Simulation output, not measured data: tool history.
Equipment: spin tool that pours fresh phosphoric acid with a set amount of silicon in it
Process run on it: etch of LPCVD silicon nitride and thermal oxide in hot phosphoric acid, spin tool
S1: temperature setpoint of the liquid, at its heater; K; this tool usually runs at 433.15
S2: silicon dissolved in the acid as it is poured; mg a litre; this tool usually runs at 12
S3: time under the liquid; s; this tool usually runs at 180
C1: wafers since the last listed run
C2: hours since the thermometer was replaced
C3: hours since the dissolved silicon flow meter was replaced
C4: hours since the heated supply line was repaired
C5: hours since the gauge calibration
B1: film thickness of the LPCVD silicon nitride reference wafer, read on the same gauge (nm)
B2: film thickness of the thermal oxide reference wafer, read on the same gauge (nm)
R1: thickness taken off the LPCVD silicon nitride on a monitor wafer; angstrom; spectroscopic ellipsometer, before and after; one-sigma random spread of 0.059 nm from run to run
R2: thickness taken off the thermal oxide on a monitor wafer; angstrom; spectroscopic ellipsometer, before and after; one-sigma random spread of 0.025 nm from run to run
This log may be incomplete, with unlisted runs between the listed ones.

run    hour      S1    S2   S3    C1      C2      C3      C4      C5     B1      B2     R1    R2
  1       0  433.15    12  180     0  1692.3  1220.7  2724.6  1501.8  49.23  98.467  144.9  3.78
  2    66.2  433.15    12  180   467  1758.5  1286.9  2790.8    1568  49.22  98.435  145.5  3.69
  3   115.5  433.15    12  180   348  1807.8  1336.2  2840.1  1617.3  49.23  98.456  144.3   4.4
  4   180.1  433.15    12  180   456  1872.4  1400.8  2904.7  1681.9  49.18  98.392  144.1  3.96
  5   242.4  433.15    12  180   440  1934.7  1463.1    2967  1744.2   49.2  98.421  144.9  4.05
      322.1  -- gauge calibrated
      328.4  -- thermometer replaced
  6   343.2  433.15    12  180   705    14.8  1563.9  3067.8    21.1  49.87  99.695    147  3.68
  7   385.7  433.15    12  100   300    57.3  1606.4  3110.3    63.6  49.79  99.537   81.3  1.96
  8   431.8  432.15  21.5   70   325   103.4  1652.5  3156.4   109.7  49.72  99.437   55.5  1.16
  9   480.3  430.65    12  235   342   151.9    1701  3204.9   158.2  49.68  99.316  175.6  4.25
 10   577.8  433.15    12  275   689   249.4  1798.5  3302.4   255.7  49.56  99.159    222  5.77
      635.6  -- heated supply line repaired
 11   671.2  433.15    12  180   653   342.8  1891.9    35.6   349.1  49.52  98.986  145.3  3.97
 12   819.9  434.15    12  180  1050   491.5  2040.6   184.3   497.8  49.35  98.709  149.6  4.48
 13   894.5  433.15    12  180   527   566.1  2115.2   258.9   572.4  49.32   98.59  145.8   3.7
 14  1001.1  433.15    20  180   753   672.7  2221.8   365.5     679  49.25   98.53  144.8  3.14
     1024.1  -- dissolved silicon flow meter replaced
 15  1047.3  436.15  14.5  115   319   718.9    23.2   411.7   725.2  49.25  98.498  101.9  3.14
 16  1121.3  433.15    12  180   523   792.9    97.2   485.7   799.2  49.24  98.462  144.2  3.64
 17  1211.1  433.15    12  180   634   882.7     187   575.5     889   49.2  98.397  145.2  3.46
 18  1291.4  433.15    12  180   567     963   267.3   655.8   969.3  49.17  98.322  144.8  4.22
 19  1368.4  435.15    12  180   544    1040   344.3   732.8  1046.3  49.12  98.255  154.5  4.51
 20  1492.7  433.15    16  180   878  1164.3   468.6   857.1  1170.6  49.11  98.246  144.1  3.56
 21  1575.9  435.15     4  230   588  1247.5   551.8   940.3  1253.8  49.09  98.219  196.2  6.98
 22    1638  430.15    15  105   438  1309.6   613.9  1002.4  1315.9  49.07  98.173   76.6  1.79

Branching from run 22: 4 alternative next runs. What would each branch give?
  A  1638.5  433.15  19  180   3  1310.1  614.4  1002.9  1316.4   ?   ?   ?   ?
  B  1638.5  433.15  12  255   3  1310.1  614.4  1002.9  1316.4   ?   ?   ?   ?
  C  1638.5  431.15  12  180   3  1310.1  614.4  1002.9  1316.4   ?   ?   ?   ?
  D  1638.5  430.65  12  180   3  1310.1  614.4  1002.9  1316.4   ?   ?   ?   ?

run     B1      B2     R1    R2
  A  49.09  98.179  144.7  3.34
  B  49.09  98.179  204.9  5.66
  C  49.09  98.179  135.2  3.44
  D  49.09  98.179    133  3.32
Stripped of hidden state, with their random variation kept, the same runs would have yielded:
run     R1    R2
  A  147.3  3.41
  B  208.7  5.76
  C  137.7  3.51
  D  135.4  3.38
